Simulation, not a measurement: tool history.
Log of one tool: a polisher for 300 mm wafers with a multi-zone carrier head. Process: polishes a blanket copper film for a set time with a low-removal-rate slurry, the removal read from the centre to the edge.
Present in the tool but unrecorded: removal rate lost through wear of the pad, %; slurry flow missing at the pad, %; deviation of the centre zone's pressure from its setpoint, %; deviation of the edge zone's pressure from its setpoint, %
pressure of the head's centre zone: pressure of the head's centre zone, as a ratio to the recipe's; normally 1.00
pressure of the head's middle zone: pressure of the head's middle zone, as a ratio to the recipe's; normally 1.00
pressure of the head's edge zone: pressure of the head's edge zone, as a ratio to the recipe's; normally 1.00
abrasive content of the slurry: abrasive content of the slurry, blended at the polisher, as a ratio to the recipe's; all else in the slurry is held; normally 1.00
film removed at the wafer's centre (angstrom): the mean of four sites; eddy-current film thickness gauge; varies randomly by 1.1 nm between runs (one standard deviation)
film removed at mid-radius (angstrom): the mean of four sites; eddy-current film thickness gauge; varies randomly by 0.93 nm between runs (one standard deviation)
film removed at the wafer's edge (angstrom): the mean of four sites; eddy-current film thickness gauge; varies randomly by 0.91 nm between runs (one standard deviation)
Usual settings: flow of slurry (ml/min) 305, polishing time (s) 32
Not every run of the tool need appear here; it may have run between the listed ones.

run	day	flow of slurry (ml/min)	pressure of the head's centre zone	pressure of the head's middle zone	pressure of the head's edge zone	abrasive content of the slurry	polishing time (s)	wafers since the last listed run	wafers polished on this pad	hours since the slurry nozzle was cleaned	hours since the centre zone pressure was calibrated	hours since the edge zone pressure was calibrated	hours since the carrier head's membrane was replaced	incoming thickness of the incoming film, nm	film removed at the wafer's centre (angstrom)	film removed at mid-radius (angstrom)	film removed at the wafer's edge (angstrom)
1	0.000	370	1.00	1.00	1.00	1.00	24	0	1646	46.4	488.3	303.3	744.2	924.9	597	671	669
# day 1.192: centre zone pressure recalibrated
2	1.862	370	1.00	1.00	1.00	1.00	24	589	2235	91.1	16.1	348.0	788.9	920.1	656	649	654
# day 2.012: edge zone pressure recalibrated
3	3.233	305	1.00	1.00	1.00	0.90	32	426	2661	124.0	49.0	29.3	821.8	927.7	849	833	832
4	5.358	385	1.00	1.00	1.00	1.00	32	703	3365	175.0	100.0	80.3	872.8	936.7	851	852	849
# day 5.996: carrier head's membrane replaced by a new one
5	7.196	385	1.00	1.00	1.00	1.00	32	539	3905	219.1	144.1	124.4	28.8	940.1	842	839	839
6	10.133	385	1.00	1.00	1.00	1.00	32	972	4877	289.6	214.6	194.9	99.3	915.0	808	819	829
# day 10.642: worn pad replaced by a new one
7	11.933	305	1.00	1.00	1.00	1.00	32	540	427	332.8	257.8	238.1	142.5	921.3	879	903	906
# day 12.579: slurry nozzle cleaned
8	13.588	305	0.92	0.92	0.91	1.00	32	533	961	24.2	297.5	277.8	182.2	933.5	790	838	866
9	14.921	305	1.00	1.00	1.00	1.00	32	441	1403	56.2	329.5	309.8	214.2	918.6	841	875	883
# day 16.412: edge zone pressure recalibrated
10	17.783	305	1.00	1.00	0.90	0.75	32	920	2323	124.9	398.2	32.9	282.9	938.3	758	816	774
11	19.975	305	1.00	1.09	1.00	0.75	32	725	3049	177.5	450.8	85.5	335.5	929.6	727	854	807

Forecast run 12:
12	22.492	305	1.00	1.06	0.95	1.00	32	833	3882	237.9	511.2	145.9	395.9	921.5	?	?	?

{"run 12": {"film removed at the wafer's centre (angstrom)": 715, "film removed at mid-radius (angstrom)": 862, "film removed at the wafer's edge (angstrom)": 820}}
With no hidden state in the tool, this same run would have given film removed at the wafer's centre (angstrom) 954, film removed at mid-radius (angstrom) 968, film removed at the wafer's edge (angstrom) 922.
